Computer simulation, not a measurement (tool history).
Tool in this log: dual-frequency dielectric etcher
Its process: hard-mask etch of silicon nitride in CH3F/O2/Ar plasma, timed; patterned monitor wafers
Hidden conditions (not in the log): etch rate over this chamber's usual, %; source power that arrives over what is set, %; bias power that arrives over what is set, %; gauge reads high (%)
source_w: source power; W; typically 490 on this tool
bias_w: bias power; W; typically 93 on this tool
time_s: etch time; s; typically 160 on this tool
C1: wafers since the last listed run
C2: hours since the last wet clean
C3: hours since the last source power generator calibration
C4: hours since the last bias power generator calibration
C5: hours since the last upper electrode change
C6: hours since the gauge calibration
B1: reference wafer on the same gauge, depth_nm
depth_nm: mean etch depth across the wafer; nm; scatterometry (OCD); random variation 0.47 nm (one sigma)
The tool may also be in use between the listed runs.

run 1 day=0 | source_w=490 bias_w=93 time_s=160 | C1=0 C2=519.1 C3=1609.8 C4=3206.1 C5=2407.7 C6=412.2 | B1=109 | depth_nm=136.9
run 2 day=0.45 | source_w=490 bias_w=93 time_s=160 | C1=44 C2=529.9 C3=1620.6 C4=3216.9 C5=2418.5 C6=423 | B1=108.9 | depth_nm=137.4
run 3 day=0.917 | source_w=450 bias_w=93 time_s=160 | C1=46 C2=541.1 C3=1631.8 C4=3228.1 C5=2429.7 C6=434.2 | B1=109 | depth_nm=131.2
-- day=2.35 wet clean of the chamber
run 4 day=2.783 | source_w=450 bias_w=93 time_s=160 | C1=86 C2=10.4 C3=1676.6 C4=3272.9 C5=2474.5 C6=479 | B1=109 | depth_nm=117.8
-- day=3.488 bias power generator calibrated
run 5 day=3.629 | source_w=490 bias_w=93 time_s=160 | C1=67 C2=30.7 C3=1696.9 C4=3.4 C5=2494.8 C6=499.3 | B1=109.2 | depth_nm=123.4
-- day=6.312 wet clean of the chamber, repeated, since the last time left the tool worse
run 6 day=6.333 | source_w=490 bias_w=93 time_s=160 | C1=169 C2=0.5 C3=1761.8 C4=68.3 C5=2559.7 C6=564.2 | B1=109.2 | depth_nm=132.9
-- day=8.083 upper electrode replaced
run 7 day=8.104 | source_w=490 bias_w=93 time_s=160 | C1=76 C2=43 C3=1804.3 C4=110.8 C5=0.5 C6=606.7 | B1=109 | depth_nm=133
run 8 day=8.142 | source_w=490 bias_w=93 time_s=160 | C1=3 C2=43.9 C3=1805.2 C4=111.7 C5=1.4 C6=607.6 | B1=109 | depth_nm=133.3
run 9 day=8.625 | source_w=490 bias_w=85 time_s=160 | C1=48 C2=55.5 C3=1816.8 C4=123.3 C5=13 C6=619.2 | B1=109 | depth_nm=127.7
run 10 day=8.892 | source_w=490 bias_w=85 time_s=160 | C1=26 C2=61.9 C3=1823.2 C4=129.7 C5=19.4 C6=625.6 | B1=108.9 | depth_nm=128.3
run 11 day=9.446 | source_w=490 bias_w=93 time_s=160 | C1=55 C2=75.2 C3=1836.5 C4=143 C5=32.7 C6=638.9 | B1=109.1 | depth_nm=132.8
-- day=10.046 gauge calibrated
run 12 day=10.896 | source_w=420 bias_w=102 time_s=160 | C1=144 C2=110 C3=1871.3 C4=177.8 C5=67.5 C6=20.4 | B1=109 | depth_nm=129.5
-- day=11.575 source power generator calibrated
run 13 day=11.596 | source_w=490 bias_w=93 time_s=160 | C1=53 C2=126.8 C3=0.5 C4=194.6 C5=84.3 C6=37.2 | B1=109.1 | depth_nm=134.4
run 14 day=12.083 | source_w=420 bias_w=77 time_s=124 | C1=48 C2=138.5 C3=12.2 C4=206.3 C5=96 C6=48.9 | B1=109 | depth_nm=88.4
run 15 day=12.388 | source_w=490 bias_w=93 time_s=160 | C1=30 C2=145.8 C3=19.5 C4=213.6 C5=103.3 C6=56.2 | B1=109.1 | depth_nm=133.3
run 16 day=12.838 | source_w=540 bias_w=110 time_s=124 | C1=44 C2=156.6 C3=30.3 C4=224.4 C5=114.1 C6=67 | B1=109.1 | depth_nm=117.1
run 17 day=13.404 | source_w=530 bias_w=82 time_s=160 | C1=56 C2=170.2 C3=43.9 C4=238 C5=127.7 C6=80.6 | B1=109 | depth_nm=131.4
run 18 day=13.696 | source_w=490 bias_w=100 time_s=197 | C1=28 C2=177.2 C3=50.9 C4=245 C5=134.7 C6=87.6 | B1=108.9 | depth_nm=171.4
run 19 day=14.071 | source_w=600 bias_w=93 time_s=160 | C1=37 C2=186.2 C3=59.9 C4=254 C5=143.7 C6=96.6 | B1=109.1 | depth_nm=147
run 20 day=14.671 | source_w=580 bias_w=85 time_s=116.5 | C1=59 C2=200.6 C3=74.3 C4=268.4 C5=158.1 C6=111 | B1=109 | depth_nm=101.9
run 21 day=15.225 | source_w=410 bias_w=108 time_s=160 | C1=55 C2=213.9 C3=87.6 C4=281.7 C5=171.4 C6=124.3 | B1=109.2 | depth_nm=132.7
run 22 day=15.5 | source_w=590 bias_w=114 time_s=192 | C1=27 C2=220.5 C3=94.2 C4=288.3 C5=178 C6=130.9 | B1=108.9 | depth_nm=192.2
run 23 day=15.979 | source_w=560 bias_w=107 time_s=137.5 | C1=47 C2=232 C3=105.7 C4=299.8 C5=189.5 C6=142.4 | B1=109.1 | depth_nm=131.3
run 24 day=16.254 | source_w=490 bias_w=74 time_s=135 | C1=27 C2=238.6 C3=112.3 C4=306.4 C5=196.1 C6=149 | B1=109 | depth_nm=103.1
run 25 day=16.571 | source_w=610 bias_w=93 time_s=160 | C1=31 C2=246.2 C3=119.9 C4=314 C5=203.7 C6=156.6 | B1=109 | depth_nm=149.3
run 26 day=17.104 | source_w=490 bias_w=83 time_s=185.5 | C1=53 C2=259 C3=132.7 C4=326.8 C5=216.5 C6=169.4 | B1=109 | depth_nm=149.3
run 27 day=17.783 | source_w=490 bias_w=93 time_s=123 | C1=67 C2=275.3 C3=149 C4=343.1 C5=232.8 C6=185.7 | B1=108.9 | depth_nm=103.9
run 28 day=18.158 | source_w=530 bias_w=87 time_s=199.5 | C1=37 C2=284.3 C3=158 C4=352.1 C5=241.8 C6=194.7 | B1=109 | depth_nm=170.9
run 29 day=18.679 | source_w=490 bias_w=93 time_s=160 | C1=51 C2=296.8 C3=170.5 C4=364.6 C5=254.3 C6=207.2 | B1=109.1 | depth_nm=135.4
run 30 day=19.196 | source_w=580 bias_w=78 time_s=200 | C1=51 C2=309.2 C3=182.9 C4=377 C5=266.7 C6=219.6 | B1=109.1 | depth_nm=170.4

Results per run with the tool's hidden condition removed, run-to-run variation unchanged:
run=1 depth_nm=131.3
run=2 depth_nm=131.7
run=3 depth_nm=125.6
run=4 depth_nm=126.4
run=5 depth_nm=132.2
run=6 depth_nm=131.8
run=7 depth_nm=131.4
run=8 depth_nm=131.7
run=9 depth_nm=126
run=10 depth_nm=126.6
run=11 depth_nm=131
run=12 depth_nm=127.3
run=13 depth_nm=132
run=14 depth_nm=86.8
run=15 depth_nm=130.7
run=16 depth_nm=114.8
run=17 depth_nm=128.7
run=18 depth_nm=167.7
run=19 depth_nm=143.7
run=20 depth_nm=99.5
run=21 depth_nm=129.5
run=22 depth_nm=187.4
run=23 depth_nm=127.9
run=24 depth_nm=100.4
run=25 depth_nm=145.4
run=26 depth_nm=145.2
run=27 depth_nm=100.9
run=28 depth_nm=165.9
run=29 depth_nm=131.3
run=30 depth_nm=165.1
